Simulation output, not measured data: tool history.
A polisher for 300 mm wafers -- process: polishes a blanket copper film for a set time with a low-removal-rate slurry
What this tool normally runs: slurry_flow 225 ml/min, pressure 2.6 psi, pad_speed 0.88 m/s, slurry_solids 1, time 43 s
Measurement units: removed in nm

| run | hour | slurry_flow | pressure | pad_speed | slurry_solids | time | incoming thickness of the incoming film, nm | removed |
|---|---|---|---|---|---|---|---|---|
| 1 | 0 | 225 | 2.6 | 0.88 | 1 | 43 | 1493.3 | 101 |
| 2 | 96 | 290 | 2.6 | 0.88 | 1 | 43 | 1504.6 | 106.8 |
|  | 102.1 | worn pad replaced by a new one |
| 3 | 139.9 | 290 | 2.6 | 0.88 | 1 | 43 | 1502 | 104.3 |
| 4 | 193.8 | 290 | 2.6 | 0.88 | 1 | 43 | 1505.3 | 101.8 |
|  | 195.9 | head pressure recalibrated |
|  | 278.4 | slurry nozzle cleaned |
|  | 280.9 | slurry blender recalibrated |
| 5 | 287.5 | 225 | 2.6 | 0.88 | 1 | 49 | 1531.8 | 118.6 |
| 6 | 345 | 225 | 2.6 | 0.88 | 1 | 49 | 1505.9 | 117.1 |
| 7 | 389.3 | 225 | 2.6 | 0.88 | 1.2 | 43 | 1522.7 | 111.8 |
|  | 403.2 | worn pad replaced by a new one |
| 8 | 454.5 | 225 | 2.6 | 0.88 | 1.2 | 43 | 1506.2 | 110.2 |
| 9 | 552.7 | 225 | 2.6 | 0.64 | 1 | 43 | 1481.8 | 71 |
|  | 580.2 | slurry nozzle cleaned |
| 10 | 643.6 | 225 | 2.6 | 0.88 | 1 | 43 | 1480.7 | 101.9 |
|  | 663.4 | slurry blender recalibrated |
| 11 | 715.5 | 225 | 2.6 | 0.8 | 0.7 | 55 | 1516 | 105.1 |
|  | 736.7 | worn pad replaced by a new one |
| 12 | 811.8 | 225 | 3.2 | 1.02 | 0.9 | 30 | 1483.6 | 88.6 |
|  | 819.1 | head pressure recalibrated |
| 13 | 867.8 | 255 | 2.6 | 0.88 | 1 | 48 | 1473.1 | 113.6 |
|  | 879 | slurry nozzle cleaned |
| 14 | 962.5 | 225 | 2.6 | 0.88 | 0.8 | 43 | 1515.8 | 95.5 |
|  | 992.6 | slurry blender recalibrated |
|  | 1023.3 | worn pad replaced by a new one |
| 15 | 1038.7 | 225 | 2.6 | 0.88 | 1 | 43 | 1514.9 | 101.5 |
| 16 | 1106.8 | 225 | 2.6 | 0.88 | 1 | 43 | 1493.4 | 101.1 |
| 17 | 1187.7 | 255 | 2.6 | 0.88 | 1 | 43 | 1502.4 | 98.7 |
|  | 1233.5 | slurry nozzle cleaned |
| 18 | 1256.5 | 190 | 2.6 | 0.88 | 1 | 43 | 1507.8 | 101.6 |
|  | 1275.3 | worn pad replaced by a new one |
|  | 1301.6 | slurry blender recalibrated |
| 19 | 1340.8 | 195 | 2.6 | 0.88 | 1 | 43 | 1481.8 | 101.6 |
| 20 | 1394 | 165 | 2.6 | 0.88 | 1.1 | 43 | 1495.9 | 100.9 |
| 21 | 1466 | 225 | 2.6 | 1.14 | 0.9 | 43 | 1476.1 | 127.9 |

5 ways to go on from here, each from the tool as it stands after run 21. What would each give?
| A | 1466.4 | 225 | 2.6 | 0.88 | 1 | 43 | 1484.9 | ? |
| B | 1466.4 | 265 | 2.6 | 0.88 | 1 | 43 | 1484.9 | ? |
| C | 1466.4 | 175 | 3.1 | 0.88 | 1 | 43 | 1484.9 | ? |
| D | 1466.4 | 225 | 2.6 | 1.16 | 1 | 43 | 1484.9 | ? |
| E | 1466.4 | 225 | 2.3 | 1.14 | 1 | 43 | 1484.9 | ? |

| run | removed |
|---|---|
| A | 98.8 |
| B | 101.4 |
| C | 105.2 |
| D | 130.2 |
| E | 118.8 |
Without the tool's unlogged condition, the same runs would have read:
| run | removed |
|---|---|
| A | 102.8 |
| B | 104.8 |
| C | 110.8 |
| D | 135.5 |
| E | 123.6 |
